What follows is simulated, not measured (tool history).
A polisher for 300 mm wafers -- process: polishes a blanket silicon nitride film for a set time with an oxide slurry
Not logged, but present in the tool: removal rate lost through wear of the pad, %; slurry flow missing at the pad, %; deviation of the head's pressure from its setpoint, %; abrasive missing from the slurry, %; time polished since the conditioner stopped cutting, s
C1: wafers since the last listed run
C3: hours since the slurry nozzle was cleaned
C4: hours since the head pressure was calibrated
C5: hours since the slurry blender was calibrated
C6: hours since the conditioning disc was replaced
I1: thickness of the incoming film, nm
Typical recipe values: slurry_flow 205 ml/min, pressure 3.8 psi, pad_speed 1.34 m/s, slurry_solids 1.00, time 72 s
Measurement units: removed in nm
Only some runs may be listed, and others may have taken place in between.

Run 1, hour 0.0: usual settings but pad_speed 1.02 m/s; C1 0; wafers polished on this pad 420; C3 544.8; C4 450.7; C5 53.3; C6 123.3; I1 402.6. Result: removed 47.5 nm.
Run 2, hour 17.9: usual settings; C1 172; wafers polished on this pad 593; C3 562.7; C4 468.6; C5 71.2; C6 141.2; I1 396.9. Result: removed 52.9 nm.
Run 3, hour 33.6: usual settings; C1 151; wafers polished on this pad 744; C3 578.4; C4 484.3; C5 86.9; C6 156.9; I1 398.0. Result: removed 51.9 nm.
At hour 43.7: worn pad replaced by a new one.
Run 4, hour 45.1: usual settings; C1 72; wafers polished on this pad 13; C3 589.9; C4 495.8; C5 98.4; C6 168.4; I1 401.4. Result: removed 57.2 nm.
Run 5, hour 52.5: usual settings; C1 71; wafers polished on this pad 84; C3 597.3; C4 503.2; C5 105.8; C6 175.8; I1 406.4. Result: removed 55.7 nm.
At hour 60.9: slurry blender recalibrated.
Run 6, hour 68.6: usual settings but pressure 4.3 psi; C1 135; wafers polished on this pad 220; C3 613.4; C4 519.3; C5 7.7; C6 191.9; I1 399.4. Result: removed 60.8 nm.
Run 7, hour 77.6: usual settings; C1 86; wafers polished on this pad 307; C3 622.4; C4 528.3; C5 16.7; C6 200.9; I1 392.6. Result: removed 54.9 nm.
Run 8, hour 86.4: usual settings; C1 84; wafers polished on this pad 392; C3 631.2; C4 537.1; C5 25.5; C6 209.7; I1 394.9. Result: removed 53.6 nm.
Run 9, hour 96.0: usual settings but slurry_solids 0.90; C1 92; wafers polished on this pad 485; C3 640.8; C4 546.7; C5 35.1; C6 219.3; I1 397.2. Result: removed 51.8 nm.
Run 10, hour 105.4: usual settings but slurry_solids 0.90; C1 90; wafers polished on this pad 575; C3 650.2; C4 556.1; C5 44.5; C6 228.7; I1 398.8. Result: removed 51.2 nm.
Run 11, hour 116.8: usual settings but slurry_solids 0.90; C1 109; wafers polished on this pad 685; C3 661.6; C4 567.5; C5 55.9; C6 240.1; I1 407.2. Result: removed 50.3 nm.
Run 12, hour 128.2: usual settings but pressure 2.6 psi, pad_speed 1.08 m/s, slurry_solids 1.20; C1 109; wafers polished on this pad 795; C3 673.0; C4 578.9; C5 67.3; C6 251.5; I1 398.0. Result: removed 38.5 nm.
At hour 140.3: worn pad replaced by a new one.
Run 13, hour 140.8: usual settings but slurry_flow 250 ml/min, pressure 3.5 psi, slurry_solids 1.25, time 58 s; C1 82; wafers polished on this pad 4; C3 685.6; C4 591.5; C5 79.9; C6 264.1; I1 396.5. Result: removed 47.4 nm.
Run 14, hour 154.8: usual settings but pressure 3.1 psi, time 89 s; C1 135; wafers polished on this pad 139; C3 699.6; C4 605.5; C5 93.9; C6 278.1; I1 401.4. Result: removed 59.9 nm.
Run 15, hour 164.7: usual settings; C1 95; wafers polished on this pad 235; C3 709.5; C4 615.4; C5 103.8; C6 288.0; I1 408.2. Result: removed 55.1 nm.
Run 16, hour 171.9: usual settings but pad_speed 1.58 m/s, time 66 s; C1 69; wafers polished on this pad 304; C3 716.7; C4 622.6; C5 111.0; C6 295.2; I1 400.2. Result: removed 54.5 nm.
At hour 174.9: head pressure recalibrated.
Run 17, hour 181.4: usual settings but pressure 3.3 psi, slurry_solids 0.90; C1 72; wafers polished on this pad 376; C3 726.2; C4 6.5; C5 120.5; C6 304.7; I1 401.0. Result: removed 47.5 nm.
At hour 183.7: slurry blender recalibrated.
Run 18, hour 191.5: usual settings but slurry_flow 235 ml/min; C1 78; wafers polished on this pad 455; C3 736.3; C4 16.6; C5 7.8; C6 314.8; I1 398.7. Result: removed 54.0 nm.
At hour 198.2: slurry nozzle cleaned.
Run 19, hour 206.0: usual settings but slurry_flow 250 ml/min, pad_speed 1.16 m/s; C1 130; wafers polished on this pad 585; C3 7.8; C4 31.1; C5 22.3; C6 329.3; I1 396.9. Result: removed 49.5 nm.
At hour 210.5: conditioning disc replaced and pad reconditioned.
Run 20, hour 213.3: usual settings but slurry_solids 0.70; C1 51; wafers polished on this pad 636; C3 15.1; C4 38.4; C5 29.6; C6 2.8; I1 399.4. Result: removed 47.0 nm.
At hour 220.7: worn pad replaced by a new one.
Run 21, hour 230.0: usual settings but time 90 s; C1 122; wafers polished on this pad 89; C3 31.8; C4 55.1; C5 46.3; C6 19.5; I1 395.5. Result: removed 70.6 nm.
Run 22, hour 238.4: usual settings; C1 81; wafers polished on this pad 170; C3 40.2; C4 63.5; C5 54.7; C6 27.9; I1 399.0. Result: removed 56.1 nm.
Run 23, hour 246.0: usual settings but slurry_flow 150 ml/min, pressure 4.5 psi, time 63 s; C1 73; wafers polished on this pad 244; C3 47.8; C4 71.1; C5 62.3; C6 35.5; I1 397.1. Result: removed 51.9 nm.
Run 24, hour 263.1: usual settings but slurry_flow 150 ml/min, pressure 4.5 psi, time 63 s; C1 164; wafers polished on this pad 409; C3 64.9; C4 88.2; C5 79.4; C6 52.6; I1 402.3. Result: removed 51.4 nm.
Run 25, hour 282.6: usual settings but time 94 s; C1 188; wafers polished on this pad 597; C3 84.4; C4 107.7; C5 98.9; C6 72.1; I1 401.4. Result: removed 68.9 nm.
Run 26, hour 296.6: usual settings but slurry_flow 140 ml/min, pad_speed 1.14 m/s, slurry_solids 0.80, time 85 s; C1 135; wafers polished on this pad 732; C3 98.4; C4 121.7; C5 112.9; C6 86.1; I1 405.7. Result: removed 49.8 nm.
Run 27, hour 305.9: usual settings but pressure 3.4 psi, pad_speed 0.92 m/s, time 79 s; C1 89; wafers polished on this pad 821; C3 107.7; C4 131.0; C5 122.2; C6 95.4; I1 396.7. Result: removed 43.6 nm.

How would selected steps in removed from run to run divide? Give the signed amount a tool lacking its hidden state would still show from settings, what came in and random variation, and the signed amount left for the hidden state, including any gauge scatter that is not in both of the compared results.
Run 3 -> 4: worn pad replaced by a new one. removed +5.3 nm: hidden state +4.8, all else +0.5.
Run 12 -> 13: slurry_flow 205 -> 250, pressure 2.6 -> 3.5, pad_speed 1.08 -> 1.34, slurry_solids 1.20 -> 1.25, time 72 -> 58, worn pad replaced by a new one. removed +8.9 nm: hidden state +4.0, all else +4.9.
Run 20 -> 21: slurry_solids 0.70 -> 1.00, time 72 -> 90, worn pad replaced by a new one. removed +23.6 nm: hidden state +3.3, all else +20.3.
Run 25 -> 26: slurry_flow 205 -> 140, pad_speed 1.34 -> 1.14, slurry_solids 1.00 -> 0.80, time 94 -> 85. removed -19.1 nm: hidden state +0.7, all else -19.8.
